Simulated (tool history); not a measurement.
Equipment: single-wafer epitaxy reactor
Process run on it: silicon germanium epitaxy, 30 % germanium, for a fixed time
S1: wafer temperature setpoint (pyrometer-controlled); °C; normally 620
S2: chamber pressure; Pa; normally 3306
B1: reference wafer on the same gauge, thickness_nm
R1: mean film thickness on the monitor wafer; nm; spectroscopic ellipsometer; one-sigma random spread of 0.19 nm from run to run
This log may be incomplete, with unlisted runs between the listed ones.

run   hour   S1    S2      B1       R1
  1    0.0  620  3306  76.990   82.209
  2   14.0  620  3306  77.018   81.927
  3   25.4  620  3306  76.975   81.829
  4   34.5  620  3960  77.007   88.934
  5   48.1  620  2853  76.994   76.256
  6   63.5  620  2853  77.051   76.314
  7   92.8  620  3306  76.987   81.541
     107.3  -- gauge calibrated
  8  109.8  620  3306  76.992   81.313
  9  120.3  629  3306  76.973   93.706
     137.7  -- capacitance manometer re-zeroed and calibrated
 10  138.2  629  3306  76.940   93.503
     152.8  -- pyrometer calibrated
 11  153.3  629  3306  76.960  100.813
 12  158.0  609  3306  76.972   74.086
 13  169.5  620  3306  76.999   87.924
 14  179.9  616  2693  77.021   74.538
 15  189.9  607  2666  77.028   64.508
 16  198.1  620  3960  77.023   95.494
     216.3  -- showerhead replaced
 17  216.8  620  3306  77.003   87.668
 18  225.5  625  3306  76.994   94.871
 19  238.2  620  3306  76.977   87.881
 20  249.3  620  2640  77.003   78.855
 21  265.2  627  3880  77.004  104.968
 22  281.0  614  3626  76.996   83.359
 23  297.8  634  3800  76.998  116.358
 24  309.4  609  2520  77.010   64.864

5 options for the next run, each taken on its own from the tool as it stands now. Forecast them:
  A  309.8  620  3786   ?   ?
  B  309.8  629  3746   ?   ?
  C  309.8  615  3306   ?   ?
  D  309.8  633  2626   ?   ?
  E  309.8  620  3906   ?   ?

run      B1       R1
  A  76.979   93.547
  B  76.979  106.788
  C  76.979   81.249
  D  76.979   95.625
  E  76.979   94.908
Stripped of hidden state, with their random variation kept, the same runs would have yielded:
run       R1
  A   94.948
  B  108.359
  C   82.478
  D   97.021
  E   96.329
